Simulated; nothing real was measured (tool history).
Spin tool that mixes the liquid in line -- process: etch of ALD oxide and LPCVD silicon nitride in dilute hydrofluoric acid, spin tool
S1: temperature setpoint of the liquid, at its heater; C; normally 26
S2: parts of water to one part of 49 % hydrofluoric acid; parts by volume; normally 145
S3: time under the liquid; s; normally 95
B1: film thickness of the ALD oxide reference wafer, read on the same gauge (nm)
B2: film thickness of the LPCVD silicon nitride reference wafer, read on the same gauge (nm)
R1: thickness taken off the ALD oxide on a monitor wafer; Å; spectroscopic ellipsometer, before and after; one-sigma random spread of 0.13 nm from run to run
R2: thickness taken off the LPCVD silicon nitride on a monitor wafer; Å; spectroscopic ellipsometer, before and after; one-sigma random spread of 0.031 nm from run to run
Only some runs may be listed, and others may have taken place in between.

run 1 day=0 | S1=30 S2=145 S3=95 | B1=80.02 B2=150.009 | R1=308.6 R2=5.57
run 2 day=2.379 | S1=26 S2=200 S3=80 | B1=80.01 B2=149.992 | R1=154.5 R2=2.6
run 3 day=4.792 | S1=26 S2=145 S3=95 | B1=80 B2=149.987 | R1=269.7 R2=5.03
run 4 day=7.712 | S1=26 S2=145 S3=95 | B1=79.99 B2=149.977 | R1=272.6 R2=4.58
-- day=9.617 hydrofluoric acid flow meter replaced
run 5 day=10.175 | S1=26 S2=145 S3=95 | B1=79.99 B2=149.986 | R1=271.9 R2=4.28
run 6 day=12.138 | S1=26 S2=170 S3=95 | B1=79.99 B2=149.998 | R1=224.5 R2=3.05
run 7 day=13.825 | S1=26 S2=170 S3=95 | B1=80.04 B2=149.983 | R1=225.2 R2=3.68
run 8 day=15.625 | S1=21.5 S2=100 S3=125 | B1=79.95 B2=150.022 | R1=471.2 R2=5.82
run 9 day=17.262 | S1=22.5 S2=205 S3=95 | B1=80.03 B2=149.985 | R1=159.6 R2=2.56
-- day=18.404 thermometer replaced
-- day=19.233 gauge calibrated
run 10 day=19.742 | S1=24.5 S2=200 S3=95 | B1=80.01 B2=149.997 | R1=158.8 R2=2.58
run 11 day=22.583 | S1=23.5 S2=145 S3=95 | B1=80.01 B2=150.005 | R1=224.8 R2=2.89
run 12 day=25.367 | S1=28.5 S2=75 S3=135 | B1=80.03 B2=150.007 | R1=829.3 R2=11.13
run 13 day=26.738 | S1=26 S2=90 S3=120 | B1=80.01 B2=150.036 | R1=538.9 R2=6.19
run 14 day=27.929 | S1=26 S2=145 S3=95 | B1=79.99 B2=150.009 | R1=246.4 R2=3.55

Forecast each of these 5 alternatives for the next run:
run A day=27.946 | S1=28.5 S2=145 S3=95 | B1=? B2=? | R1=? R2=?
run B day=27.946 | S1=27.5 S2=180 S3=80 | B1=? B2=? | R1=? R2=?
run C day=27.946 | S1=29.5 S2=85 S3=130 | B1=? B2=? | R1=? R2=?
run D day=27.946 | S1=28 S2=145 S3=95 | B1=? B2=? | R1=? R2=?
run E day=27.946 | S1=26 S2=80 S3=150 | B1=? B2=? | R1=? R2=?

run=A B1=79.99 B2=150.007 R1=273 R2=3.65
run=B B1=79.99 B2=150.007 R1=171 R2=2.33
run=C B1=79.99 B2=150.007 R1=717.9 R2=9.11
run=D B1=79.99 B2=150.007 R1=268.1 R2=3.54
run=E B1=79.99 B2=150.007 R1=773.9 R2=8.92
Had the tool no hidden state, the same runs would have come out as:
run=A R1=269.6 R2=3.58
run=B R1=168.9 R2=2.28
run=C R1=708.4 R2=8.91
run=D R1=264.7 R2=3.47
run=E R1=763.3 R2=8.71

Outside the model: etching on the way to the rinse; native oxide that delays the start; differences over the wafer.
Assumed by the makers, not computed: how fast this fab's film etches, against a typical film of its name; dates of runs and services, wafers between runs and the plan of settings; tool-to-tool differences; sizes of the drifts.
